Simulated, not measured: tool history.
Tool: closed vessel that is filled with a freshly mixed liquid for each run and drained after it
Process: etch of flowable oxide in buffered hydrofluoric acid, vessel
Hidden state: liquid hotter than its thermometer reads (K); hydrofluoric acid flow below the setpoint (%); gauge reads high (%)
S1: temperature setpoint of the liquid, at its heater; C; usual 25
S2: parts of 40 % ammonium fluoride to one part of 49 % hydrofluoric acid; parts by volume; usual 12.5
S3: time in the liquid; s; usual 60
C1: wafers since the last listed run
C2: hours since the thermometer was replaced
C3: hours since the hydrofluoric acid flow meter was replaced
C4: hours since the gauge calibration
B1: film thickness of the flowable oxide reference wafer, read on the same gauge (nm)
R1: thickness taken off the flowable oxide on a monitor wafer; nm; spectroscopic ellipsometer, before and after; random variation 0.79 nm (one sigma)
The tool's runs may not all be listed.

run 1 hour=0 | S1=25 S2=15.5 S3=60 | C1=0 C2=1538.6 C3=1240.8 C4=216.7 | B1=110 | R1=172.28
run 2 hour=77.4 | S1=25 S2=15.5 S3=60 | C1=5293 C2=1616 C3=1318.2 C4=294.1 | B1=110 | R1=171.69
run 3 hour=142.9 | S1=25 S2=12.5 S3=60 | C1=4479 C2=1681.5 C3=1383.7 C4=359.6 | B1=110 | R1=211.69
run 4 hour=244.6 | S1=25 S2=12.5 S3=80 | C1=6955 C2=1783.2 C3=1485.4 C4=461.3 | B1=109.98 | R1=282.21
-- hour=416.5 thermometer replaced
run 5 hour=522.3 | S1=25 S2=12.5 S3=80 | C1=18924 C2=105.8 C3=1763.1 C4=739 | B1=109.99 | R1=271.11
run 6 hour=615.2 | S1=25 S2=12.5 S3=80 | C1=6353 C2=198.7 C3=1856 C4=831.9 | B1=109.97 | R1=271.39
run 7 hour=699.5 | S1=25 S2=12.5 S3=60 | C1=5765 C2=283 C3=1940.3 C4=916.2 | B1=110 | R1=203.14
-- hour=730.6 gauge calibrated
-- hour=739.3 hydrofluoric acid flow meter replaced
run 8 hour=759.6 | S1=25 S2=12.5 S3=40 | C1=4042 C2=343.1 C3=20.3 C4=29 | B1=110.02 | R1=145.45
run 9 hour=815.4 | S1=25 S2=11 S3=75 | C1=3816 C2=398.9 C3=76.1 C4=84.8 | B1=110.03 | R1=306.64
run 10 hour=945.1 | S1=27.5 S2=12.5 S3=60 | C1=8870 C2=528.6 C3=205.8 C4=214.5 | B1=110 | R1=248.69
run 11 hour=985.8 | S1=25 S2=7.5 S3=80 | C1=2783 C2=569.3 C3=246.5 C4=255.2 | B1=109.99 | R1=464.87
run 12 hour=1081.9 | S1=25 S2=12.5 S3=60 | C1=6572 C2=665.4 C3=342.6 C4=351.3 | B1=109.98 | R1=215.21
run 13 hour=1150.9 | S1=29 S2=16.5 S3=60 | C1=4719 C2=734.4 C3=411.6 C4=420.3 | B1=110.03 | R1=203.22
run 14 hour=1211.7 | S1=28 S2=8.5 S3=60 | C1=4158 C2=795.2 C3=472.4 C4=481.1 | B1=109.99 | R1=355.58
run 15 hour=1255.6 | S1=21 S2=17.5 S3=90 | C1=3002 C2=839.1 C3=516.3 C4=525 | B1=110 | R1=185.85

Hidden state at the last listed run before each entry between runs and at the first one after, where it differs:
Between runs 4 and 5: thermometer replaced (hour 416.5)
  liquid hotter than its thermometer reads (K): 0.559 -> 0.029; hydrofluoric acid flow below the setpoint (%): 5.72 -> 6.72
  measured less the result without the state, R1: -7.82 -> -18.64 nm
Between runs 7 and 8: gauge calibrated (hour 730.6); hydrofluoric acid flow meter replaced (hour 739.3)
  liquid hotter than its thermometer reads (K): 0.0775 -> 0.0939; hydrofluoric acid flow below the setpoint (%): 7.36 -> 0.812
  measured less the result without the state, R1: -14.85 -> -0.45 nm

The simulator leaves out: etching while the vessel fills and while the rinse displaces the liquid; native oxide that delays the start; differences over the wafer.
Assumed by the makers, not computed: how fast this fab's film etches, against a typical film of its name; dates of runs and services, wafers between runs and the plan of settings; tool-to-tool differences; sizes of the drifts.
